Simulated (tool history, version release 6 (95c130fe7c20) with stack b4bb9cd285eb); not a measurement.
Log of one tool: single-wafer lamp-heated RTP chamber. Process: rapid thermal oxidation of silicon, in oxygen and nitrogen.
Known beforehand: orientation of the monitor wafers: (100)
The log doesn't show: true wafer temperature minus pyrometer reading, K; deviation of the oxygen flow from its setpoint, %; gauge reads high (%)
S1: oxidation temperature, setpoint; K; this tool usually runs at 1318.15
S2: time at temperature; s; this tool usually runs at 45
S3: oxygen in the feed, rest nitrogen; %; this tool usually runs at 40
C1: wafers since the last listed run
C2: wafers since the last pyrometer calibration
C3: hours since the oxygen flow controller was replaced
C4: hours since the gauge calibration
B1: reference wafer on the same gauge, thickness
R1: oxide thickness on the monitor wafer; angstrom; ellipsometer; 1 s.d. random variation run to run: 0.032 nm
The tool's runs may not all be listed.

run,hour,S1,S2,S3,C1,C2,C3,C4,B1,R1
1,0,1318.15,45,63,0,3766,2938.7,984.7,6.529,65.62
2,165,1318.15,45,63,1858,5625,3103.7,1149.7,6.529,64.85
3,246.5,1318.15,45,40,918,6543,3185.2,1231.2,6.525,55.61
4,317.2,1318.15,45,40,796,7340,3255.9,1301.9,6.526,55.39
5,416.5,1318.15,27,40,1118,8458,3355.2,1401.2,6.531,45.18
# hour 460.2: pyrometer window cleaned and pyrometer calibrated
6,527.1,1318.15,45,40,1155,753,3465.8,1511.8,6.534,55.17
7,586.2,1318.15,45,40,665,1419,3524.9,1570.9,6.525,55.89
8,704.6,1318.15,45,40,1333,2753,3643.3,1689.3,6.521,55.66
9,763.7,1318.15,45,60,665,3419,3702.4,1748.4,6.53,64.63
10,845.5,1318.15,45,60,921,4340,3784.2,1830.2,6.526,64.3
11,898.5,1318.15,45,60,597,4937,3837.2,1883.2,6.525,64.08
# hour 982.2: oxygen flow controller replaced
12,986.1,1318.15,45,40,896,5834,3.9,1970.8,6.526,55.93
13,1048.9,1318.15,45,40,707,6542,66.7,2033.6,6.537,55.81
# hour 1074.3: pyrometer window cleaned and pyrometer calibrated
14,1144.8,1318.15,45,40,990,793,162.6,2129.5,6.527,55.3
15,1207.6,1318.15,45,40,707,1501,225.4,2192.3,6.528,55.65
16,1522.9,1318.15,51,52,3552,5053,540.7,2507.6,6.527,64.72
17,1603.7,1318.15,45,40,910,5963,621.5,2588.4,6.531,55.56
18,1688.7,1309.15,45,40,957,6921,706.5,2673.4,6.528,52.4
19,1789.6,1335.15,45,40,1136,8057,807.4,2774.3,6.528,62.21
# hour 1840.6: pyrometer window cleaned and pyrometer calibrated
20,1859.5,1340.15,34,31,697,213,877.3,2844.2,6.528,52.85
21,1932.4,1318.15,45,40,821,1034,950.2,2917.1,6.53,55.9
22,2010,1331.15,35,48,874,1908,1027.8,2994.7,6.529,58.33
23,2089.1,1318.15,45,40,891,2800,1106.9,3073.8,6.529,55.71
# hour 2168.2: gauge calibrated
24,2177.7,1318.15,45,40,998,3798,1195.5,9.5,6.522,55.48
25,2270.3,1318.15,58,40,1043,4841,1288.1,102.1,6.535,62.33
26,2308,1341.15,67,58,424,5266,1325.8,139.8,6.529,87.78
27,2396.2,1330.15,45,40,993,6259,1414,228,6.519,60.61
28,2437.3,1318.15,45,40,463,6722,1455.1,269.1,6.524,55.73
# hour 2513.5: pyrometer window cleaned and pyrometer calibrated
29,2539.7,1318.15,45,40,1063,294,1557.5,371.5,6.523,55.71
30,2633.4,1301.15,34,22,1055,1350,1651.2,465.2,6.524,36.7
31,2730.9,1332.15,61,32,1098,2448,1748.7,562.7,6.526,64.82

3 ways to go on from here, each from the tool as it stands after run 31. What would each give?
A,2731.3,1318.15,45,40,4,2453,1749.1,563.1,?,?
B,2731.3,1318.15,27,27,4,2453,1749.1,563.1,?,?
C,2731.3,1336.15,45,17,4,2453,1749.1,563.1,?,?

run,B1,R1
A,6.528,56.15
B,6.528,40.27
C,6.528,47.46
Had the tool no hidden state, the same runs would have come out as:
run,R1
A,56.15
B,40.27
C,47.46
